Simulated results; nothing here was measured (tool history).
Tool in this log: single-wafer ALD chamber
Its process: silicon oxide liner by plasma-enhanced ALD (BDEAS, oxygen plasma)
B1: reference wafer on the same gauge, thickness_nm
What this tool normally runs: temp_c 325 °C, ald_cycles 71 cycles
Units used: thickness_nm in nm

{"run": 1, "day": 0.0, "temp_c": 325, "ald_cycles": 71, "B1": 6.943, "thickness_nm": 6.527}
{"run": 2, "day": 1.142, "temp_c": 325, "ald_cycles": 67, "B1": 6.952, "thickness_nm": 6.057}
{"run": 3, "day": 2.467, "temp_c": 325, "ald_cycles": 67, "B1": 6.955, "thickness_nm": 6.028}
{"run": 4, "day": 3.754, "temp_c": 325, "ald_cycles": 67, "B1": 6.934, "thickness_nm": 6.115}
{"run": 5, "day": 4.662, "temp_c": 325, "ald_cycles": 71, "B1": 6.939, "thickness_nm": 6.463}
{"run": 6, "day": 5.679, "temp_c": 325, "ald_cycles": 71, "B1": 6.956, "thickness_nm": 6.425}
{"run": 7, "day": 6.362, "temp_c": 325, "ald_cycles": 71, "B1": 6.955, "thickness_nm": 6.475}
{"run": 8, "day": 7.642, "temp_c": 325, "ald_cycles": 71, "B1": 6.962, "thickness_nm": 6.526}
{"run": 9, "day": 8.404, "temp_c": 325, "ald_cycles": 71, "B1": 6.941, "thickness_nm": 6.531}
{"run": 10, "day": 9.488, "temp_c": 329, "ald_cycles": 78, "B1": 6.955, "thickness_nm": 7.004}
{"run": 11, "day": 10.108, "temp_c": 329, "ald_cycles": 78, "B1": 6.953, "thickness_nm": 7.049}
{"run": 12, "day": 10.971, "temp_c": 325, "ald_cycles": 71, "B1": 6.957, "thickness_nm": 6.413}
{"run": 13, "day": 12.2, "temp_c": 325, "ald_cycles": 71, "B1": 6.946, "thickness_nm": 6.477}
{"run": 14, "day": 13.45, "temp_c": 325, "ald_cycles": 71, "B1": 6.96, "thickness_nm": 6.409}
{"run": 15, "day": 14.75, "temp_c": 325, "ald_cycles": 71, "B1": 6.965, "thickness_nm": 6.445}
{"run": 16, "day": 15.808, "temp_c": 325, "ald_cycles": 71, "B1": 6.935, "thickness_nm": 6.538}
{"run": 17, "day": 16.338, "temp_c": 325, "ald_cycles": 71, "B1": 6.921, "thickness_nm": 6.464}
{"day": 18.35, "done": "gauge calibrated"}
{"run": 18, "day": 19.512, "temp_c": 325, "ald_cycles": 71, "B1": 6.961, "thickness_nm": 6.394}
{"run": 19, "day": 20.258, "temp_c": 325, "ald_cycles": 81, "B1": 6.948, "thickness_nm": 7.453}
{"run": 20, "day": 20.892, "temp_c": 325, "ald_cycles": 81, "B1": 6.962, "thickness_nm": 7.297}
{"day": 22.433, "done": "thermocouple changed; heater temperature recalibrated"}
{"run": 21, "day": 22.454, "temp_c": 325, "ald_cycles": 71, "B1": 6.939, "thickness_nm": 6.479}
{"run": 22, "day": 23.142, "temp_c": 325, "ald_cycles": 71, "B1": 6.925, "thickness_nm": 6.509}
{"run": 23, "day": 23.767, "temp_c": 325, "ald_cycles": 71, "B1": 6.951, "thickness_nm": 6.417}
{"run": 24, "day": 24.933, "temp_c": 325, "ald_cycles": 71, "B1": 6.959, "thickness_nm": 6.415}
{"run": 25, "day": 26.396, "temp_c": 330, "ald_cycles": 71, "B1": 6.941, "thickness_nm": 6.349}
{"run": 26, "day": 27.454, "temp_c": 312, "ald_cycles": 81, "B1": 6.961, "thickness_nm": 7.581}
{"run": 27, "day": 28.867, "temp_c": 325, "ald_cycles": 71, "B1": 6.949, "thickness_nm": 6.446}
{"run": 28, "day": 30.192, "temp_c": 317, "ald_cycles": 77, "B1": 6.953, "thickness_nm": 7.123}
{"run": 29, "day": 30.721, "temp_c": 336, "ald_cycles": 66, "B1": 6.956, "thickness_nm": 5.833}
{"run": 30, "day": 31.983, "temp_c": 334, "ald_cycles": 79, "B1": 6.969, "thickness_nm": 7.125}
{"run": 31, "day": 33.288, "temp_c": 316, "ald_cycles": 66, "B1": 6.972, "thickness_nm": 6.15}
{"run": 32, "day": 34.658, "temp_c": 325, "ald_cycles": 57, "B1": 6.949, "thickness_nm": 5.135}
{"run": 33, "day": 35.475, "temp_c": 333, "ald_cycles": 84, "B1": 6.943, "thickness_nm": 7.435}
{"run": 34, "day": 36.062, "temp_c": 333, "ald_cycles": 80, "B1": 6.945, "thickness_nm": 7.217}
{"run": 35, "day": 36.946, "temp_c": 337, "ald_cycles": 66, "B1": 6.978, "thickness_nm": 5.901}
{"run": 36, "day": 37.75, "temp_c": 313, "ald_cycles": 80, "B1": 6.957, "thickness_nm": 7.449}
{"run": 37, "day": 38.8, "temp_c": 325, "ald_cycles": 71, "B1": 6.967, "thickness_nm": 6.483}
{"run": 38, "day": 39.429, "temp_c": 310, "ald_cycles": 71, "B1": 6.947, "thickness_nm": 6.618}
{"run": 39, "day": 40.358, "temp_c": 325, "ald_cycles": 71, "B1": 6.944, "thickness_nm": 6.465}
{"run": 40, "day": 41.742, "temp_c": 336, "ald_cycles": 78, "B1": 6.957, "thickness_nm": 7.007}
{"run": 41, "day": 42.421, "temp_c": 337, "ald_cycles": 67, "B1": 6.959, "thickness_nm": 5.964}
{"run": 42, "day": 43.329, "temp_c": 325, "ald_cycles": 83, "B1": 6.943, "thickness_nm": 7.551}
{"run": 43, "day": 44.321, "temp_c": 333, "ald_cycles": 57, "B1": 6.96, "thickness_nm": 5.144}
{"run": 44, "day": 45.15, "temp_c": 338, "ald_cycles": 76, "B1": 6.967, "thickness_nm": 6.802}
{"run": 45, "day": 46.275, "temp_c": 334, "ald_cycles": 59, "B1": 6.935, "thickness_nm": 5.253}
{"run": 46, "day": 47.775, "temp_c": 335, "ald_cycles": 66, "B1": 6.953, "thickness_nm": 5.896}

Exercise: give the hidden state of the tool at every run:
wafer temperature above the value expected at the setpoint (K): 0, the same for each run
gauge reads high (%): 0, the same for each run
